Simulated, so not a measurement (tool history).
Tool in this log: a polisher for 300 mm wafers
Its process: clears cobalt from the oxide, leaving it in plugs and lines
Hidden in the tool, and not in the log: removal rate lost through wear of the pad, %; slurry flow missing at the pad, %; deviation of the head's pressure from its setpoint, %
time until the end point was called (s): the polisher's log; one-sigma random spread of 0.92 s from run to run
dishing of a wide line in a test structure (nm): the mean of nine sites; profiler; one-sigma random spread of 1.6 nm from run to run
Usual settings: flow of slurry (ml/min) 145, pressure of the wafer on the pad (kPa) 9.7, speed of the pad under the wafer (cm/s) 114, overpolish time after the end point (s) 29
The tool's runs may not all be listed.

run     day  flow of slurry (ml/min)  pressure of the wafer on the pad (kPa)  speed of the pad under the wafer (cm/s)  overpolish time after the end point (s)  wafers since the last listed run  wafers polished on this pad  hours since the slurry nozzle was cleaned  hours since the head pressure was calibrated  incoming thickness of the incoming film, nm  time until the end point was called (s)  dishing of a wide line in a test structure (nm)
  1   0.000                      145                                     9.7                                      130                                       29                                 0                          186                                      273.5                                         262.5                                        199.9                                     51.4                                             66.5
  2   0.575                      145                                     9.7                                      130                                       29                               145                          332                                      287.3                                         276.3                                        197.7                                     51.7                                             63.4
  3   1.017                      145                                     9.7                                      114                                       29                               112                          444                                      297.9                                         286.9                                        196.6                                     58.4                                             63.4
  4   1.283                      145                                     9.7                                      114                                       29                                67                          512                                      304.3                                         293.3                                        201.4                                     60.5                                             61.1
  5   1.996                      145                                     9.7                                      114                                       29                               180                          692                                      321.4                                         310.4                                        199.9                                     57.2                                             63.8
  6   2.367                      145                                     9.7                                      114                                       29                                94                          786                                      330.3                                         319.3                                        198.9                                     58.6                                             60.6
      2.971  -- worn pad replaced by a new one, repeated, since the last time left the tool worse
  7   2.992                      145                                     9.7                                      114                                       29                               116                            5                                      345.3                                         334.3                                        201.1                                     51.5                                             69.6
  8   3.221                      145                                     9.7                                      114                                       29                                58                           63                                      350.8                                         339.8                                        204.0                                     54.1                                             67.5
  9   3.846                      145                                     9.7                                      114                                       29                               158                          222                                      365.8                                         354.8                                        198.5                                     51.3                                             67.8
 10   4.529                      145                                     9.7                                      114                                       29                               173                          395                                      382.2                                         371.2                                        198.8                                     52.5                                             64.6
 11   5.025                      145                                     9.7                                       98                                       29                               125                          521                                      394.1                                         383.1                                        201.4                                     60.9                                             62.0
 12   5.475                      145                                    11.0                                      114                                       34                               114                          635                                      404.9                                         393.9                                        201.1                                     48.2                                             74.2
 13   6.196                      145                                     9.7                                      114                                       29                               182                          818                                      422.2                                         411.2                                        196.4                                     52.8                                             67.6
 14   6.754                      145                                     9.7                                      114                                       17                               141                          960                                      435.6                                         424.6                                        200.2                                     55.1                                             47.1
      6.867  -- slurry nozzle cleaned
      7.108  -- worn pad replaced by a new one
 15   7.196                      160                                     9.7                                      114                                       18                                59                           22                                        7.9                                         435.2                                        198.8                                     50.4                                             49.6
 16   7.617                      145                                     9.7                                      114                                       29                               106                          129                                       18.0                                         445.3                                        197.8                                     52.2                                             63.4
 17   7.896                      165                                     7.6                                      146                                       29                                70                          199                                       24.7                                         452.0                                        199.3                                     48.8                                             69.9
 18   8.579                      145                                     6.2                                       92                                       29                               173                          373                                       41.1                                         468.4                                        203.3                                     90.5                                             47.3
 19   9.000                      145                                     7.6                                      114                                       34                               106                          480                                       51.2                                         478.5                                        200.1                                     63.9                                             66.3
 20   9.554                      145                                     6.2                                      114                                       29                               140                          620                                       64.5                                         491.8                                        199.6                                     76.7                                             56.4
 21  10.100                      145                                     9.7                                      114                                       29                               138                          759                                       77.6                                         504.9                                        201.3                                     54.8                                             66.3
 22  10.383                      145                                     6.2                                      100                                       29                                71                          831                                       84.4                                         511.7                                        201.0                                     86.3                                             48.3

Run 23 comes next. What will it give?
 23  11.000                      145                                     9.7                                      114                                       29                               156                          987                                       99.2                                         526.5                                        199.6                                        ?                                                ?

Run 23 came out at time until the end point was called (s) 55.8, dishing of a wide line in a test structure (nm) 64.4.
If the tool had no hidden condition, the same run with the same run-to-run variation would have returned time until the end point was called (s) 52.5, dishing of a wide line in a test structure (nm) 66.4.
